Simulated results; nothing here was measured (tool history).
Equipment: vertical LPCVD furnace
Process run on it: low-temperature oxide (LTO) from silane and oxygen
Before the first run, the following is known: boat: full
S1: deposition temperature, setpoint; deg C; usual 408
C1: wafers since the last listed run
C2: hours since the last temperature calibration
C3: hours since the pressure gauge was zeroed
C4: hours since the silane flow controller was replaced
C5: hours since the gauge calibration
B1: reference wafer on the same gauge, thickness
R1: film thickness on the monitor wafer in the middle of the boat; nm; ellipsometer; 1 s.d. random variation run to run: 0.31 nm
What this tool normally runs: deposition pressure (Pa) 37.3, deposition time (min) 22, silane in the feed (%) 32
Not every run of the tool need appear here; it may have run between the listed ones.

Run 1, hour 0.0: usual settings; C1 0; C2 3586.8; C3 3081.1; C4 4477.6; C5 360.4; B1 190.07. Result: R1 206.64 nm.
Run 2, hour 30.1: usual settings; C1 519; C2 3616.9; C3 3111.2; C4 4507.7; C5 390.5; B1 189.98. Result: R1 206.44 nm.
Run 3, hour 57.7: usual settings; C1 475; C2 3644.5; C3 3138.8; C4 4535.3; C5 418.1; B1 189.96. Result: R1 206.44 nm.
Run 4, hour 86.9: usual settings but silane in the feed (%) 34; C1 503; C2 3673.7; C3 3168.0; C4 4564.5; C5 447.3; B1 190.01. Result: R1 223.24 nm.
Run 5, hour 115.6: usual settings but silane in the feed (%) 34; C1 494; C2 3702.4; C3 3196.7; C4 4593.2; C5 476.0; B1 189.93. Result: R1 222.99 nm.
Run 6, hour 150.8: usual settings; C1 607; C2 3737.6; C3 3231.9; C4 4628.4; C5 511.2; B1 190.00. Result: R1 205.90 nm.
At hour 243.4: silane flow controller replaced.
At hour 244.2: pressure gauge zeroed.
Run 7, hour 249.8: usual settings; C1 1279; C2 3836.6; C3 5.6; C4 6.4; C5 610.2; B1 189.97. Result: R1 209.68 nm.
At hour 292.7: gauge calibrated.
Run 8, hour 300.7: usual settings; C1 877; C2 3887.5; C3 56.5; C4 57.3; C5 8.0; B1 190.08. Result: R1 210.22 nm.
Run 9, hour 329.7: usual settings but deposition pressure (Pa) 32.7; C1 500; C2 3916.5; C3 85.5; C4 86.3; C5 37.0; B1 190.01. Result: R1 183.31 nm.
Run 10, hour 348.9: usual settings; C1 331; C2 3935.7; C3 104.7; C4 105.5; C5 56.2; B1 190.01. Result: R1 209.40 nm.
Run 11, hour 374.2: usual settings but S1 402 deg C; C1 436; C2 3961.0; C3 130.0; C4 130.8; C5 81.5; B1 189.99. Result: R1 196.02 nm.
Run 12, hour 393.9: usual settings; C1 339; C2 3980.7; C3 149.7; C4 150.5; C5 101.2; B1 190.02. Result: R1 209.44 nm.
At hour 445.9: thermocouples replaced and temperature profile calibrated.
Run 13, hour 446.4: usual settings but deposition pressure (Pa) 33.3, silane in the feed (%) 28; C1 491; C2 0.5; C3 202.2; C4 203.0; C5 153.7; B1 190.03. Result: R1 154.17 nm.
Run 14, hour 476.3: usual settings but S1 400 deg C, deposition pressure (Pa) 29.3, silane in the feed (%) 36; C1 515; C2 30.4; C3 232.1; C4 232.9; C5 183.6; B1 190.01. Result: R1 176.17 nm.
Run 15, hour 502.4: usual settings but S1 419 deg C, deposition pressure (Pa) 29.3; C1 450; C2 56.5; C3 258.2; C4 259.0; C5 209.7; B1 190.05. Result: R1 186.06 nm.
Run 16, hour 515.0: usual settings; C1 217; C2 69.1; C3 270.8; C4 271.6; C5 222.3; B1 190.01. Result: R1 209.78 nm.
Run 17, hour 545.9: usual settings but deposition pressure (Pa) 31.3, silane in the feed (%) 35; C1 532; C2 100.0; C3 301.7; C4 302.5; C5 253.2; B1 189.99. Result: R1 198.48 nm.
Run 18, hour 578.3: usual settings but S1 403 deg C; C1 558; C2 132.4; C3 334.1; C4 334.9; C5 285.6; B1 189.97. Result: R1 197.61 nm.
Run 19, hour 594.1: usual settings but S1 397 deg C, deposition pressure (Pa) 40.0, deposition time (min) 14, silane in the feed (%) 29; C1 272; C2 148.2; C3 349.9; C4 350.7; C5 301.4; B1 189.98. Result: R1 108.87 nm.
Run 20, hour 608.4: usual settings but deposition time (min) 27; C1 246; C2 162.5; C3 364.2; C4 365.0; C5 315.7; B1 189.97. Result: R1 257.16 nm.

Run-by-run hidden state of the tool:
true tube temperature minus thermocouple reading, K: 0 in every run
gauge reads high (%): 0 in every run
H1: true pressure minus gauge reading, mTorr
H2: deviation of the silane flow from its setpoint, %
run        H1     H2
  1     -15.4   5.02
  2     -15.5   5.06
  3     -15.7   5.09
  4     -15.8   5.12
  5     -15.9   5.15
  6     -16.1    5.2
  7      1.09   0.26
  8     0.842  0.318
  9     0.702  0.352
 10     0.609  0.374
 11     0.487  0.403
 12     0.391  0.425
 13     0.138  0.486
 14  -0.00701   0.52
 15    -0.133   0.55
 16    -0.194  0.564
 17    -0.344    0.6
 18      -0.5  0.637
 19    -0.577  0.655
 20    -0.646  0.672
